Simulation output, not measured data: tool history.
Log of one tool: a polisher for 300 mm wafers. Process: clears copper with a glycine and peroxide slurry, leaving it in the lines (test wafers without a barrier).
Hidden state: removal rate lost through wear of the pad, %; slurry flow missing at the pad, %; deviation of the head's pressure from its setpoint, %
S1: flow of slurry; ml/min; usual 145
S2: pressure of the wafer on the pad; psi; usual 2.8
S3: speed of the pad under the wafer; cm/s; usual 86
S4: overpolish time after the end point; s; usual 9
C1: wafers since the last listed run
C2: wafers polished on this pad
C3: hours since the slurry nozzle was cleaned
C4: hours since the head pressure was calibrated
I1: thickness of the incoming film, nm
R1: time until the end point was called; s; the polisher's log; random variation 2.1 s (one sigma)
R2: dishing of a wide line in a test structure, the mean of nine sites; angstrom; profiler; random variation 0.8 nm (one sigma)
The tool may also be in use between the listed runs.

run,hour,S1,S2,S3,S4,C1,C2,C3,C4,I1,R1,R2
1,0.0,175,2.8,94,9,0,4,46.9,753.4,668.2,125.5,362
2,35.5,175,2.8,94,9,315,320,82.4,788.9,663.8,125.6,371
3,45.5,145,3.6,86,9,88,409,92.4,798.9,662.3,116.9,369
4,53.5,145,3.6,86,9,71,480,100.4,806.9,678.5,120.7,368
5,66.4,145,3.6,86,9,114,594,113.3,819.8,671.5,123.2,377
6,82.3,145,2.1,86,9,141,736,129.2,835.7,663.6,170.8,277
7,91.9,145,2.8,86,9,85,821,138.8,845.3,667.7,145.9,305
# hour 101.4: worn pad replaced by a new one
8,102.6,145,2.8,86,9,59,10,149.5,856.0,670.0,138.7,333
9,119.0,145,2.8,86,9,145,156,165.9,872.4,668.7,136.9,333
10,126.0,145,2.8,86,9,62,218,172.9,879.4,674.8,142.6,329
# hour 133.9: head pressure recalibrated
11,154.7,145,2.8,86,9,237,456,201.6,20.8,670.6,143.8,328
12,165.2,145,2.8,78,9,93,549,212.1,31.3,673.0,158.5,308
13,176.6,145,2.8,78,9,101,651,223.5,42.7,659.4,152.8,299
14,191.3,145,2.8,78,9,130,781,238.2,57.4,667.8,160.1,286
15,202.3,145,2.8,86,9,97,879,249.2,68.4,665.2,152.7,305
# hour 209.5: slurry nozzle cleaned
16,210.0,145,2.8,86,6,59,939,0.5,76.1,661.7,153.8,203
17,217.1,145,2.8,86,9,63,1002,7.6,83.2,666.8,157.3,295
# hour 221.2: worn pad replaced by a new one
18,234.4,145,2.8,86,9,118,117,24.9,100.5,675.1,141.0,336
19,242.8,145,2.5,86,13,74,191,33.3,108.9,669.0,145.1,431
20,257.5,145,1.9,86,12,130,322,48.0,123.6,680.8,175.8,358
21,266.9,195,2.8,108,9,83,406,57.4,133.0,664.6,113.1,408
22,273.1,145,2.8,116,7,55,461,63.6,139.2,660.8,108.4,323
23,307.6,145,2.8,116,7,306,768,98.1,173.7,677.6,116.0,306
24,318.3,145,2.8,98,9,95,863,108.8,184.4,676.8,134.6,340
# hour 328.6: worn pad replaced by a new one
25,332.9,145,3.5,86,9,94,38,123.4,199.0,665.7,119.3,373
26,345.6,145,2.8,86,9,112,151,136.1,211.7,677.7,142.9,338
27,358.2,145,2.4,86,4,112,263,148.7,224.3,660.6,151.1,147
28,377.3,145,2.8,86,9,169,432,167.8,243.4,667.7,138.8,324
29,390.6,145,2.2,86,12,118,551,181.1,256.7,668.6,166.2,361
30,401.0,120,2.8,86,9,92,643,191.5,267.1,668.9,150.7,301
31,413.9,120,2.8,86,9,114,758,204.4,280.0,664.9,150.6,297
32,429.4,170,2.8,112,6,137,896,219.9,295.5,669.8,118.7,267
33,436.6,165,1.9,68,13,64,960,227.1,302.7,678.9,221.0,313
34,450.4,145,3.2,86,9,122,1083,240.9,316.5,671.0,143.6,309
35,457.0,145,2.8,86,9,58,1141,247.5,323.1,667.2,159.3,281

Hidden state at the last listed run before each entry between runs and at the first one after, where it differs:
Between runs 7 and 8: worn pad replaced by a new one (hour 101.4)
  removal rate lost through wear of the pad, %: 7.71 -> 1.59
  measured less the result without the state, R1: +11.2 -> +2.2 s; R2: -23 -> -5 angstrom
Between runs 10 and 11: head pressure recalibrated (hour 133.9)
  removal rate lost through wear of the pad, %: 2.1 -> 3.98
  measured less the result without the state, R1: +3.0 -> +5.7 s; R2: -6 -> -12 angstrom
Between runs 15 and 16: slurry nozzle cleaned (hour 209.5)
  removal rate lost through wear of the pad, %: 10.2 -> 11.5
  measured less the result without the state, R1: +15.5 -> +17.7 s; R2: -31 -> -24 angstrom
Between runs 17 and 18: worn pad replaced by a new one (hour 221.2)
  removal rate lost through wear of the pad, %: 12.8 -> 1.18
  measured less the result without the state, R1: +20.2 -> +1.7 s; R2: -39 -> -4 angstrom
Between runs 24 and 25: worn pad replaced by a new one (hour 328.6)
  removal rate lost through wear of the pad, %: 8.96 -> 0.739
  measured less the result without the state, R1: +12.0 -> +0.8 s; R2: -30 -> -2 angstrom
